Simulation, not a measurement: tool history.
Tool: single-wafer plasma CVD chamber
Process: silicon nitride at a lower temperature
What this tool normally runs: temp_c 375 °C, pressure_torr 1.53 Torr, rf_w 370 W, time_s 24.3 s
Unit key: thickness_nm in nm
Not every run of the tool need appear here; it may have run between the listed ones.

run   hour  temp_c  pressure_torr  rf_w  time_s  wafers since the last listed run  hours since the last thermocouple change  hours since the last RF generator calibration  hours since the last manometer calibration  hours since the showerhead was replaced  hours since the gauge calibration  read-back reference wafer on the same gauge, thickness_nm  thickness_nm
  1      0     375           1.71   370    24.3                                 0                                    1770.8                                            891                                       816.6                                   4590.9                              398.7                                                     34.117          31.3
  2   34.1     375           1.71   370    24.3                               695                                    1804.9                                          925.1                                       850.7                                     4625                              432.8                                                     34.087         31.27
  3   56.9     375           1.53   370    24.3                               464                                    1827.7                                          947.9                                       873.5                                   4647.8                              455.6                                                     34.075         30.24
  4   70.6     375           1.53   370    24.3                               279                                    1841.4                                          961.6                                       887.2                                   4661.5                              469.3                                                     34.062        30.027
  5   94.6     375           1.53   370    24.3                               489                                    1865.4                                          985.6                                       911.2                                   4685.5                              493.3                                                     34.073        30.336
  6    109     375           1.53   370    24.3                               293                                    1879.8                                           1000                                       925.6                                   4699.9                              507.7                                                     34.096        30.273
     133.7  -- gauge calibrated
  7  156.9     375           1.53   370    24.3                               976                                    1927.7                                         1047.9                                       973.5                                   4747.8                               23.2                                                     34.111        30.462
     186.4  -- showerhead replaced
  8  186.9     381           1.53   385    24.3                               448                                    1957.7                                         1077.9                                      1003.5                                      0.5                               53.2                                                     34.069        30.698
  9    216     381           1.53   385    24.3                               593                                    1986.8                                           1107                                      1032.6                                     29.6                               82.3                                                     34.092        30.756
 10    243     375           1.53   370    24.3                               550                                    2013.8                                           1134                                      1059.6                                     56.6                              109.3                                                      34.16        29.797
 11  268.6     375           1.53   370    24.3                               522                                    2039.4                                         1159.6                                      1085.2                                     82.2                              134.9                                                     34.123        30.309
     294.2  -- thermocouple changed; heater temperature recalibrated
     303.5  -- capacitance manometer re-zeroed and calibrated
 12    304     375           1.53   315    24.3                               395                                       9.8                                           1195                                         0.5                                    117.6                              170.3                                                     34.128        27.645
 13  329.1     375           1.53   370    24.3                               511                                      34.9                                         1220.1                                        25.6                                    142.7                              195.4                                                      34.07        30.108
 14  342.1     375           1.53   370    24.3                               265                                      47.9                                         1233.1                                        38.6                                    155.7                              208.4                                                     34.139        30.128
 15  363.3     375           1.53   370    19.8                               432                                      69.1                                         1254.3                                        59.8                                    176.9                              229.6                                                     34.042        24.447
     378.8  -- RF generator calibrated
 16  379.3     375           1.85   325    21.3                               163                                      85.1                                            0.5                                        75.8                                    192.9                              245.6                                                     34.122        25.978
 17  402.3     375           1.24   370      28                               469                                     108.1                                           23.5                                        98.8                                    215.9                              268.6                                                     34.089        32.184
 18  423.2     360           1.53   370    28.9                               426                                       129                                           44.4                                       119.7                                    236.8                              289.5                                                     34.071        36.161
 19  458.5     375           1.87   370    24.3                               719                                     164.3                                           79.7                                         155                                    272.1                              324.8                                                       34.1        32.138
 20  480.6     375           1.53   370    21.3                               450                                     186.4                                          101.8                                       177.1                                    294.2                              346.9                                                     34.073        26.176
 21  501.2     366           1.81   370    24.3                               420                                       207                                          122.4                                       197.7                                    314.8                              367.5                                                     34.154        31.645
 22    529     369           1.53   370    25.6                               566                                     234.8                                          150.2                                       225.5                                    342.6                              395.3                                                     34.054        31.804
 23  556.6     375           1.87   370    24.3                               562                                     262.4                                          177.8                                       253.1                                    370.2                              422.9                                                     34.115        32.001
     572.3  -- gauge calibrated
 24  588.5     375           1.81   395    20.1                               650                                     294.3                                          209.7                                         285                                    402.1                               16.2                                                     34.125        27.409
 25    617     375           1.53   415    24.3                               581                                     322.8                                          238.2                                       313.5                                    430.6                               44.7                                                     34.107        32.183
 26  637.8     375           1.53   370    24.3                               424                                     343.6                                            259                                       334.3                                    451.4                               65.5                                                     34.069        30.078
 27  655.8     375            1.2   425    22.4                               367                                     361.6                                            277                                       352.3                                    469.4                               83.5                                                     34.148        27.508
 28    674     375           1.22   370    28.1                               371                                     379.8                                          295.2                                       370.5                                    487.6                              101.7                                                     34.113        32.503
 29  689.2     375           1.53   370    24.3                               309                                       395                                          310.4                                       385.7                                    502.8                              116.9                                                     34.128        30.398

Branching from run 29: 4 alternative next runs. What would each branch give?
  A  689.6     375           1.53   370    21.2                                 8                                     395.4                                          310.8                                       386.1                                    503.2                              117.3                                                          ?             ?
  B  689.6     371           1.74   305    19.6                                 8                                     395.4                                          310.8                                       386.1                                    503.2                              117.3                                                          ?             ?
  C  689.6     366           1.53   370    20.6                                 8                                     395.4                                          310.8                                       386.1                                    503.2                              117.3                                                          ?             ?
  D  689.6     375           1.26   370    25.6                                 8                                     395.4                                          310.8                                       386.1                                    503.2                              117.3                                                          ?             ?

run  read-back reference wafer on the same gauge, thickness_nm  thickness_nm
  A                                                     34.078        26.278
  B                                                     34.078        22.745
  C                                                     34.078        25.633
  D                                                     34.078        29.736
The same runs, with their run-to-run variation unchanged, on a tool lacking any hidden condition would have given:
run  thickness_nm
  A        26.278
  B        22.745
  C        25.633
  D        29.736
